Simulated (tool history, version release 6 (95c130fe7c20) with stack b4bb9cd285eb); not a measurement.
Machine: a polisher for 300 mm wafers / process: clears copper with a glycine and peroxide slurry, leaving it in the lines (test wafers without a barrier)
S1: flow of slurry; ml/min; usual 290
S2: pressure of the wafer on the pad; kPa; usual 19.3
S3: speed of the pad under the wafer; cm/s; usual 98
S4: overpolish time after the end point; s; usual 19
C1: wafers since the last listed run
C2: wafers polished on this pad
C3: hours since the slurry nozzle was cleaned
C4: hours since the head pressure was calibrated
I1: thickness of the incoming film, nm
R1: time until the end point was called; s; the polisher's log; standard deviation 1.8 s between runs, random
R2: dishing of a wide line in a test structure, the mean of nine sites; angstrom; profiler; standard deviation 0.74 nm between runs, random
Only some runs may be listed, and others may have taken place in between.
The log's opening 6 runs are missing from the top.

Run 7, hour 153.9: usual settings but S3 108 cm/s; C1 256; C2 985; C3 339.5; C4 313.0; I1 574.2. Result: R1 91.1 s, R2 548 angstrom.
At hour 190.0: worn pad replaced by a new one.
Run 8, hour 196.1: usual settings but S3 108 cm/s; C1 289; C2 46; C3 381.7; C4 355.2; I1 587.9. Result: R1 92.9 s, R2 554 angstrom.
Run 9, hour 227.9: usual settings; C1 240; C2 286; C3 413.5; C4 387.0; I1 580.4. Result: R1 99.7 s, R2 539 angstrom.
Run 10, hour 250.6: usual settings but S2 14.5 kPa; C1 171; C2 458; C3 436.2; C4 409.7; I1 583.7. Result: R1 129.1 s, R2 471 angstrom.
At hour 278.6: slurry nozzle cleaned.
At hour 280.4: head pressure recalibrated.
Run 11, hour 281.5: usual settings but S2 14.5 kPa; C1 212; C2 671; C3 2.9; C4 1.1; I1 583.9. Result: R1 122.1 s, R2 483 angstrom.
Run 12, hour 293.6: usual settings but S2 14.5 kPa; C1 91; C2 763; C3 15.0; C4 13.2; I1 587.3. Result: R1 127.3 s, R2 483 angstrom.
Run 13, hour 310.9: usual settings but S2 17.2 kPa; C1 131; C2 894; C3 32.3; C4 30.5; I1 586.0. Result: R1 108.3 s, R2 510 angstrom.
Run 14, hour 334.2: usual settings but S2 17.2 kPa; C1 176; C2 1070; C3 55.6; C4 53.8; I1 573.1. Result: R1 104.9 s, R2 518 angstrom.
Run 15, hour 359.3: usual settings; C1 190; C2 1260; C3 80.7; C4 78.9; I1 579.2. Result: R1 100.3 s, R2 536 angstrom.
At hour 381.5: worn pad replaced by a new one.
Run 16, hour 390.0: usual settings; C1 202; C2 64; C3 111.4; C4 109.6; I1 571.6. Result: R1 96.2 s, R2 532 angstrom.
Run 17, hour 403.3: usual settings but S1 375 ml/min, S3 70 cm/s, S4 10 s; C1 100; C2 165; C3 124.7; C4 122.9; I1 577.6. Result: R1 126.3 s, R2 314 angstrom.

For run 18, what comes out?
Run 18, hour 433.9: usual settings; C1 231; C2 396; C3 155.3; C4 153.5; I1 582.5. Result: R1 ?, R2 ?.

Logged for run 18: R1 96.1 s, R2 540 angstrom.
If the tool had no hidden condition, the same run with the same run-to-run variation would have returned R1 96.7 s, R2 539 angstrom.

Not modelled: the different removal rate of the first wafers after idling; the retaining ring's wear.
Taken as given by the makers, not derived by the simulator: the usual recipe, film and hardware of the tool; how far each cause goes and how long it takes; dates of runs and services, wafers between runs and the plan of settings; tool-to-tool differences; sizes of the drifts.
